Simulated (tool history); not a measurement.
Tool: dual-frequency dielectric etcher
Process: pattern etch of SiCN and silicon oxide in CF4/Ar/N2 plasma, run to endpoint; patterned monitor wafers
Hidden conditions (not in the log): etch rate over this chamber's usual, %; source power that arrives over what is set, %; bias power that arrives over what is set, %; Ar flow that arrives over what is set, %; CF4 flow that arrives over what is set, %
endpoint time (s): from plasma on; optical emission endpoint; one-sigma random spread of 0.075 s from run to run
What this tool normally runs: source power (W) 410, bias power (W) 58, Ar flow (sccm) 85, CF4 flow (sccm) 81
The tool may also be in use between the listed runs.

run	hour	source power (W)	bias power (W)	Ar flow (sccm)	CF4 flow (sccm)	wafers since the last listed run	hours since the last wet clean	hours since the last source power generator calibration	hours since the last bias power generator calibration	hours since the last Ar flow controller change	hours since the last CF4 flow controller change	hours since the last upper electrode change	incoming incoming film thickness, nm	endpoint time (s)
1	0.0	410	58	85	81	0	309.4	1828.9	1915.3	3901.7	3050.3	5792.5	12.78	17.7
2	72.6	410	55	85	73	891	382.0	1901.5	1987.9	3974.3	3122.9	5865.1	12.66	18.1
3	88.3	410	58	85	81	192	397.7	1917.2	2003.6	3990.0	3138.6	5880.8	12.72	17.6
4	105.9	370	58	85	81	216	415.3	1934.8	2021.2	4007.6	3156.2	5898.4	12.65	19.7
# hour 162.2: upper electrode replaced
5	162.7	370	58	85	81	402	472.1	1991.6	2078.0	4064.4	3213.0	0.5	12.57	19.5
6	173.9	410	48	85	81	137	483.3	2002.8	2089.2	4075.6	3224.2	11.7	12.62	18.4
# hour 243.1: source power generator calibrated
7	247.3	410	58	79	81	852	556.7	4.2	2162.6	4149.0	3297.6	85.1	12.60	17.4
8	279.1	410	58	85	76	390	588.5	36.0	2194.4	4180.8	3329.4	116.9	12.61	17.6
# hour 305.3: wet clean of the chamber
9	305.8	410	58	71	81	33	0.5	62.7	2221.1	4207.5	3356.1	143.6	12.40	16.8
# hour 314.1: CF4 flow controller replaced
10	321.6	410	49	85	95	120	16.3	78.5	2236.9	4223.3	7.5	159.4	12.68	17.9
11	352.0	380	58	85	88	373	46.7	108.9	2267.3	4253.7	37.9	189.8	12.60	18.8
12	384.1	470	58	85	96	394	78.8	141.0	2299.4	4285.8	70.0	221.9	12.66	14.9
13	407.2	410	58	85	81	283	101.9	164.1	2322.5	4308.9	93.1	245.0	12.68	17.5
14	442.9	330	58	92	81	438	137.6	199.8	2358.2	4344.6	128.8	280.7	12.61	22.6
15	468.8	460	68	85	96	318	163.5	225.7	2384.1	4370.5	154.7	306.6	12.56	14.6

Forecast run 16:
# hour 477.8: bias power generator calibrated
16	484.5	490	58	85	81	143	179.2	241.4	6.7	4386.2	170.4	322.3	12.55	?

{"run 16": {"endpoint time (s)": 14.5}}
The same run, on a tool lacking any hidden state, would have yielded endpoint time (s) 14.5.
